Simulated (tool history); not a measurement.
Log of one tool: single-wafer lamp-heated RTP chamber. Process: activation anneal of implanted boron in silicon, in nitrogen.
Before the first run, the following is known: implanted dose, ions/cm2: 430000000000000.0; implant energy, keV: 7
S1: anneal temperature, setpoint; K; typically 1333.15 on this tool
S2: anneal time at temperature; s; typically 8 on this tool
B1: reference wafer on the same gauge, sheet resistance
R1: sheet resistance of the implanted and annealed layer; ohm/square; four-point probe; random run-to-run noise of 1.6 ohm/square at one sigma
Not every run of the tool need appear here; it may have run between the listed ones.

run     day       S1  S2      B1      R1
  1       0  1333.15   7  289.29  267.42
  2   1.129  1333.15   7   289.2  266.44
  3   4.046  1323.15   8     289  265.49
      6.275  -- pyrometer window cleaned and pyrometer calibrated
  4     6.5  1323.15   8  290.02  267.79
  5   8.504  1340.15   8  290.77  269.54
  6  10.058  1340.15   8  289.94   267.1
     12.767  -- reflector plate cleaned
  7  13.012  1340.15   8  291.19  270.01
  8  15.762  1333.15   5  291.27  266.94
  9  17.871  1333.15   5  291.97  272.99
 10  19.938  1333.15   8  292.82  270.13
     23.125  -- pyrometer window cleaned and pyrometer calibrated
 11  26.846  1333.15   8  294.27  269.74
 12    29.7  1333.15   8  294.36   271.7
 13  32.338  1333.15   8  294.41  271.94
     32.688  -- reflector plate cleaned
 14  34.104  1333.15   4  294.47  276.69
 15  35.933  1333.15   8  295.08  271.34
 16  37.058  1342.15   8  295.33  274.76
 17  40.012  1343.15   8  295.65  275.46
     41.233  -- pyrometer window cleaned and pyrometer calibrated
 18  41.388  1333.15   3  295.18  275.46
 19  43.821  1333.15  11  296.78  274.63
 20  46.529  1311.15  10  296.95  271.75
     47.433  -- gauge calibrated
 21  47.938  1355.15  11  281.91  257.78
     49.279  -- reflector plate cleaned
 22    49.3  1316.15   4  282.14  258.92
 23  50.771  1346.15   7  283.29  261.07
 24  51.958  1333.15   8  282.74   260.7
 25  54.654  1333.15   6  283.25  262.55
 26  57.404  1333.15   7  283.85  261.77
 27  59.642  1358.15   8  284.17  264.01
     61.358  -- pyrometer window cleaned and pyrometer calibrated
 28    61.6  1304.15   5   283.8  265.73
 29  64.129  1333.15   8  285.03  264.47
     65.242  -- reflector plate cleaned
 30  65.312  1333.15   7  285.52  262.27
 31  66.933  1360.15   5  285.37  269.07
 32  68.317  1317.15   7  285.51  265.88
 33  70.246  1318.15  10  285.73  263.03
 34  73.142  1349.15  10  286.99  261.91
 35  75.038  1333.15   8  287.46  263.73
 36  77.733  1333.15   8  287.67  266.63

Below, some changes in R1 between adjacent runs. For each, the amount present without the hidden state too (settings, incoming material, random variation) and the amount remaining for the hidden state with gauge scatter not shared by both compared results:
Hidden state at play: true wafer temperature minus pyrometer reading, K; wafer temperature error from the tarnished reflector plate, K; gauge reads high (%).
Run 6 -> 7: reflector plate cleaned. R1 +2.91 ohm/square: hidden state +0.56, all else +2.35.
Run 8 -> 9: settings left as they were, no log entry in between. R1 +6.05 ohm/square: hidden state +0.52, all else +5.53.
Run 10 -> 11: pyrometer window cleaned and pyrometer calibrated. R1 -0.39 ohm/square: hidden state +1.1, all else -1.49.
Run 20 -> 21: S1 1311.15 -> 1355.15, S2 10 -> 11, gauge calibrated. R1 -13.97 ohm/square: hidden state -14.07, all else +0.1.
Run 30 -> 31: S1 1333.15 -> 1360.15, S2 7 -> 5. R1 +6.8 ohm/square: hidden state +0.32, all else +6.48.
